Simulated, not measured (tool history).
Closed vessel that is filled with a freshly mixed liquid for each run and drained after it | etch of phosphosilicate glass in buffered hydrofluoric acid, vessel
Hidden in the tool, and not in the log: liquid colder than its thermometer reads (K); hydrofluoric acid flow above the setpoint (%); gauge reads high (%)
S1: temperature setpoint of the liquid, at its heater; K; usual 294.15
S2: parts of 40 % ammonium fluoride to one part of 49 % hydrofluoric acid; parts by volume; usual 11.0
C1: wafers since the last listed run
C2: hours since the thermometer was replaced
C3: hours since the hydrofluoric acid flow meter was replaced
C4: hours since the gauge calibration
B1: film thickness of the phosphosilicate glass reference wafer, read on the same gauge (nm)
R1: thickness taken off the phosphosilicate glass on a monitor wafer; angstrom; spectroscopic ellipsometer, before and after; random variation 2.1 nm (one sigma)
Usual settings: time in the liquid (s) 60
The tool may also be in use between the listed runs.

run 1 day=0.000 | S1=294.15 S2=11.0 time_in_the_liquid_(s)=80 | C1=0 C2=1360.7 C3=1258.8 C4=288.6 | B1=30.01 | R1=3462.3
run 2 day=2.883 | S1=294.15 S2=11.0 time_in_the_liquid_(s)=80 | C1=10355 C2=1429.9 C3=1328.0 C4=357.8 | B1=30.02 | R1=3553.9
run 3 day=4.583 | S1=294.15 S2=11.0 time_in_the_liquid_(s)=80 | C1=6105 C2=1470.7 C3=1368.8 C4=398.6 | B1=29.97 | R1=3427.8
run 4 day=7.112 | S1=294.15 S2=11.0 time_in_the_liquid_(s)=60 | C1=9083 C2=1531.4 C3=1429.5 C4=459.3 | B1=30.01 | R1=2619.4
run 5 day=8.650 | S1=294.15 S2=11.0 time_in_the_liquid_(s)=60 | C1=5522 C2=1568.3 C3=1466.4 C4=496.2 | B1=30.02 | R1=2579.0
-- day=9.933 hydrofluoric acid flow meter replaced
run 6 day=10.775 | S1=294.15 S2=11.0 time_in_the_liquid_(s)=60 | C1=7482 C2=1619.3 C3=20.2 C4=547.2 | B1=29.99 | R1=2397.6
run 7 day=12.638 | S1=294.15 S2=11.0 time_in_the_liquid_(s)=60 | C1=6689 C2=1664.0 C3=64.9 C4=591.9 | B1=30.00 | R1=2367.2
-- day=14.458 thermometer replaced
run 8 day=14.833 | S1=294.15 S2=11.0 time_in_the_liquid_(s)=60 | C1=7736 C2=9.0 C3=117.6 C4=644.6 | B1=29.99 | R1=2390.8
run 9 day=17.088 | S1=294.15 S2=11.0 time_in_the_liquid_(s)=80 | C1=8096 C2=63.1 C3=171.7 C4=698.7 | B1=29.99 | R1=3169.1
run 10 day=19.162 | S1=294.15 S2=11.0 time_in_the_liquid_(s)=60 | C1=7452 C2=112.9 C3=221.5 C4=748.5 | B1=29.99 | R1=2436.2
-- day=21.662 gauge calibrated
run 11 day=21.929 | S1=298.65 S2=11.0 time_in_the_liquid_(s)=60 | C1=9936 C2=179.3 C3=287.9 C4=6.4 | B1=29.99 | R1=3120.1
run 12 day=23.975 | S1=291.65 S2=12.5 time_in_the_liquid_(s)=45 | C1=7347 C2=228.4 C3=337.0 C4=55.5 | B1=30.02 | R1=1403.8
run 13 day=26.517 | S1=294.15 S2=13.5 time_in_the_liquid_(s)=60 | C1=9128 C2=289.4 C3=398.0 C4=116.5 | B1=30.00 | R1=2020.8
run 14 day=28.758 | S1=296.65 S2=11.0 time_in_the_liquid_(s)=60 | C1=8051 C2=343.2 C3=451.8 C4=170.3 | B1=30.00 | R1=2832.7
run 15 day=30.454 | S1=294.15 S2=7.0 time_in_the_liquid_(s)=60 | C1=6090 C2=383.9 C3=492.5 C4=211.0 | B1=29.98 | R1=3781.8

Forecast each of these 5 alternatives for the next run:
run A day=30.483 | S1=294.15 S2=11.0 time_in_the_liquid_(s)=90 | C1=104 C2=384.6 C3=493.2 C4=211.7 | B1=? | R1=?
run B day=30.483 | S1=294.15 S2=6.5 time_in_the_liquid_(s)=90 | C1=104 C2=384.6 C3=493.2 C4=211.7 | B1=? | R1=?
run C day=30.483 | S1=295.65 S2=15.0 time_in_the_liquid_(s)=60 | C1=104 C2=384.6 C3=493.2 C4=211.7 | B1=? | R1=?
run D day=30.483 | S1=292.65 S2=9.0 time_in_the_liquid_(s)=80 | C1=104 C2=384.6 C3=493.2 C4=211.7 | B1=? | R1=?
run E day=30.483 | S1=298.15 S2=15.0 time_in_the_liquid_(s)=30 | C1=104 C2=384.6 C3=493.2 C4=211.7 | B1=? | R1=?

run=A B1=30.00 R1=3667.1
run=B B1=30.00 R1=5983.3
run=C B1=30.00 R1=1961.4
run=D B1=30.00 R1=3537.0
run=E B1=30.00 R1=1124.4
Without the tool's hidden state the same runs would have given:
run=A R1=3470.7
run=B R1=5697.5
run=C R1=1855.5
run=D R1=3326.5
run=E R1=1063.7

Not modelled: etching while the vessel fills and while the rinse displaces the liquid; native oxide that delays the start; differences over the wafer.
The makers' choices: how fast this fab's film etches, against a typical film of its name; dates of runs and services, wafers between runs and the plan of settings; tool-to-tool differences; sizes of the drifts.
